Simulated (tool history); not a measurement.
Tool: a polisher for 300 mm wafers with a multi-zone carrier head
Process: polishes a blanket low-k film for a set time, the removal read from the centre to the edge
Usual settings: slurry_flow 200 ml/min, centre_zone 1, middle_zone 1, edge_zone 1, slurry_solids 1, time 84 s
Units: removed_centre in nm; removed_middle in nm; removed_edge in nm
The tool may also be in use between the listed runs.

run,hour,slurry_flow,centre_zone,middle_zone,edge_zone,slurry_solids,time,"incoming thickness of the incoming film, nm",removed_centre,removed_middle,removed_edge
1,0,175,1,1.05,1,1,84,312.3,40.4,48.4,46
# hour 54.2: worn pad replaced by a new one
2,73.8,175,1,1.05,1,1,84,309.5,39.4,49.6,46.7
3,93.4,175,1,1.05,1,1,84,312.8,39.7,48.7,46.4
# hour 158.1: worn pad replaced by a new one
4,160.1,155,1,1,1,1,84,307.6,38.2,46.3,45.8
5,181.2,155,1,1,1,1,84,306.1,38.6,46.2,44.9
6,194.4,155,1,1,1,1,84,308.4,38.3,45.5,45.9
# hour 252.3: worn pad replaced by a new one
# hour 256.4: centre zone pressure recalibrated
# hour 289.4: slurry nozzle cleaned
7,297.3,200,1,1,1,1,84,309,44.9,48.3,48.6
8,323,200,1,1,1,1,84,308.9,45.6,48.3,47.2
# hour 345.8: edge zone pressure recalibrated
# hour 351.5: worn pad replaced by a new one
9,352,200,0.91,1,1,1,84,307.1,40.9,49.3,47.8
10,376.9,200,1,1,0.91,1,84,313.4,44.6,49.2,44.7
11,408.2,200,1,1,1.06,0.75,84,312.2,40.2,43,44.7
# hour 418: carrier head's membrane replaced by a new one
12,437.8,200,1,1,0.93,1,84,306.5,44.7,48.9,46
# hour 447.3: worn pad replaced by a new one
13,454.8,200,1,1,1,1,84,307.3,44.1,48.1,46.8
14,470.9,200,1,1,1,1,84,314.2,44.4,49,47.3
15,505.7,130,1.12,1,1,1,84,312.9,44.8,44.2,44.7
16,531.1,200,1,1,0.9,0.85,84,304,41.7,45.4,43
# hour 553.6: worn pad replaced by a new one
17,554.1,200,1,1,1.05,1,101,312,54,58,58.7

Forecast each of these 4 alternatives for the next run:
A,554.5,200,1,1,1,1,84,309.1,?,?,?
B,554.5,265,1,1,0.91,0.85,84,309.1,?,?,?
C,554.5,200,1,1,0.95,1,56,309.1,?,?,?
D,554.5,200,1.12,1.07,1,1.1,84,309.1,?,?,?

run,removed_centre,removed_middle,removed_edge
A,44.3,49.4,48.4
B,43.4,48.2,44.8
C,29.5,32.9,31.5
D,51.5,53.3,50.1
Without the tool's hidden state the same runs would have given:
run,removed_centre,removed_middle,removed_edge
A,47.1,49.3,48.4
B,46.2,48.2,44.8
C,31.4,32.9,31.5
D,54.7,53.2,50.1
